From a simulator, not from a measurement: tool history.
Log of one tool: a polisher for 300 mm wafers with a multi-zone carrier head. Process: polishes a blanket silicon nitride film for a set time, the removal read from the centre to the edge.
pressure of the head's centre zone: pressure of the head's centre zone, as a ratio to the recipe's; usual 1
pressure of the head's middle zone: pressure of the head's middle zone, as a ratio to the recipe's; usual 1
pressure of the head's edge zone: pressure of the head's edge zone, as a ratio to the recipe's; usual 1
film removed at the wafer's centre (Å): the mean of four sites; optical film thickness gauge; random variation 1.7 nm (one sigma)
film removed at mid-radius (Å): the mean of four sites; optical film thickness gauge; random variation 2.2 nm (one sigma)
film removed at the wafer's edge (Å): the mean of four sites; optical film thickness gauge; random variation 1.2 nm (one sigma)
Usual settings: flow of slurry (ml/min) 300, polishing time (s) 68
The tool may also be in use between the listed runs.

run,day,flow of slurry (ml/min),pressure of the head's centre zone,pressure of the head's middle zone,pressure of the head's edge zone,polishing time (s),"incoming thickness of the incoming film, nm",film removed at the wafer's centre (Å),film removed at mid-radius (Å),film removed at the wafer's edge (Å)
1,0,300,1,1,1,68,558.8,1381,1375,1434
2,0.858,300,1,1,1,68,565.7,1375,1387,1453
3,1.958,300,1,1,1,68,553.1,1369,1425,1417
4,3.075,300,1,1,1,68,566.2,1391,1442,1429
# day 3.754: worn pad replaced by a new one
5,3.775,300,1,1,1,68,560,1399,1394,1411
6,4.354,300,1,1,1,68,570,1375,1404,1397
7,4.917,245,1,1,1,68,553.7,1326,1380,1389
8,7.021,300,1,1,1,68,571.3,1369,1404,1401
9,7.708,250,1,1,0.9,68,562.2,1344,1379,1326
# day 8.133: slurry nozzle cleaned
10,8.704,300,1,0.95,1,68,560.9,1463,1395,1476
11,10.112,300,1,1,1,54,565.2,1154,1145,1161
# day 10.425: worn pad replaced by a new one
12,11.575,200,1.04,1,1.03,68,567.1,1385,1321,1451
13,13.058,300,1,1,0.91,68,555.1,1408,1445,1402
14,14.375,300,1,1,0.93,68,567,1445,1420,1409
# day 15.246: centre zone pressure recalibrated
15,15.85,330,1,1,1,68,561.3,1423,1429,1458
# day 16.046: worn pad replaced by a new one
16,16.425,400,1,1,1,49,569.1,1059,1060,1072
# day 16.633: edge zone pressure recalibrated
17,17.217,300,1,0.93,1,68,555,1402,1311,1440
18,18.05,300,1,1,1,68,559.1,1399,1400,1432
# day 18.45: carrier head's membrane replaced by a new one
19,19.308,200,1,1.12,1,68,561.7,1288,1430,1351
20,20.742,390,0.94,1,1,90,552.3,1801,1916,1950
21,21.929,300,1.09,0.92,1.1,68,558.4,1514,1281,1485
# day 22.967: worn pad replaced by a new one
22,26.033,300,1,1,1,68,566.7,1377,1397,1420
23,26.642,300,0.9,0.91,1.04,80,555.9,1451,1555,1682

Forecast each of these 3 alternatives for the next run:
A,26.658,230,1,1,1,68,556.2,?,?,?
B,26.658,300,0.95,1,1,68,556.2,?,?,?
C,26.658,390,1,1,1,68,556.2,?,?,?

run,film removed at the wafer's centre (Å),film removed at mid-radius (Å),film removed at the wafer's edge (Å)
A,1289,1301,1371
B,1296,1369,1422
C,1426,1423,1463
Without the tool's hidden state the same runs would have given:
run,film removed at the wafer's centre (Å),film removed at mid-radius (Å),film removed at the wafer's edge (Å)
A,1438,1434,1472
B,1410,1476,1504
C,1521,1508,1530

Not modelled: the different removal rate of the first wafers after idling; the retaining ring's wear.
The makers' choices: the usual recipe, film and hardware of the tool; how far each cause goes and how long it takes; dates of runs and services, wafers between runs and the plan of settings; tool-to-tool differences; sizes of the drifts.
